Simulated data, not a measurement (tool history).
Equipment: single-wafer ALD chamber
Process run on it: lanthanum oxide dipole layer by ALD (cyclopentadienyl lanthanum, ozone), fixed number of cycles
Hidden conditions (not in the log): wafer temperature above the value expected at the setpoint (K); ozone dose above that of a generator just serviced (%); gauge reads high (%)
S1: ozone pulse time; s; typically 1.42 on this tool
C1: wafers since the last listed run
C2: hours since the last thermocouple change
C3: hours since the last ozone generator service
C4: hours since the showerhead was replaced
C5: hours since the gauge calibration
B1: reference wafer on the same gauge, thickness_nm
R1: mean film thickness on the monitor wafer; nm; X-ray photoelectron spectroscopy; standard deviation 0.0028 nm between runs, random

run,hour,S1,C1,C2,C3,C4,C5,B1,R1
1,0.0,1.26,0,2804.8,454.4,2235.2,315.2,0.587,0.471
2,54.6,1.26,975,2859.4,509.0,2289.8,369.8,0.586,0.467
# hour 109.6: ozone generator serviced
3,116.7,1.42,967,2921.5,7.1,2351.9,431.9,0.587,0.492
4,171.7,1.42,983,2976.5,62.1,2406.9,486.9,0.585,0.489
5,224.3,1.42,940,3029.1,114.7,2459.5,539.5,0.587,0.485
# hour 356.1: showerhead replaced
6,435.7,1.84,3635,3240.5,326.1,79.6,750.9,0.586,0.500
# hour 495.9: thermocouple changed; heater temperature recalibrated
7,506.5,1.84,1122,10.6,396.9,150.4,821.7,0.587,0.492
8,532.1,1.84,457,36.2,422.5,176.0,847.3,0.587,0.497
9,715.2,1.19,3272,219.3,605.6,359.1,1030.4,0.586,0.460
# hour 768.3: ozone generator serviced
10,780.4,1.24,1022,284.5,12.1,424.3,1095.6,0.588,0.485
# hour 785.0: gauge calibrated
11,808.0,1.42,493,312.1,39.7,451.9,23.0,0.588,0.491
12,839.2,1.59,557,343.3,70.9,483.1,54.2,0.586,0.504
13,886.9,1.42,852,391.0,118.6,530.8,101.9,0.586,0.491
14,946.0,1.13,1056,450.1,177.7,589.9,161.0,0.587,0.462
15,990.7,1.42,799,494.8,222.4,634.6,205.7,0.588,0.480
16,1056.5,1.61,1176,560.6,288.2,700.4,271.5,0.586,0.492

Below are 5 alternative next runs, each starting from the tool's condition after run 16. Predict each:
A,1056.9,1.42,7,561.0,288.6,700.8,271.9,?,?
B,1056.9,1.82,7,561.0,288.6,700.8,271.9,?,?
C,1056.9,0.86,7,561.0,288.6,700.8,271.9,?,?
D,1056.9,1.20,7,561.0,288.6,700.8,271.9,?,?
E,1056.9,0.99,7,561.0,288.6,700.8,271.9,?,?

run,B1,R1
A,0.587,0.485
B,0.587,0.503
C,0.587,0.435
D,0.587,0.470
E,0.587,0.450
Without the tool's unlogged condition, the same runs would have read:
run,R1
A,0.496
B,0.510
C,0.453
D,0.483
E,0.466
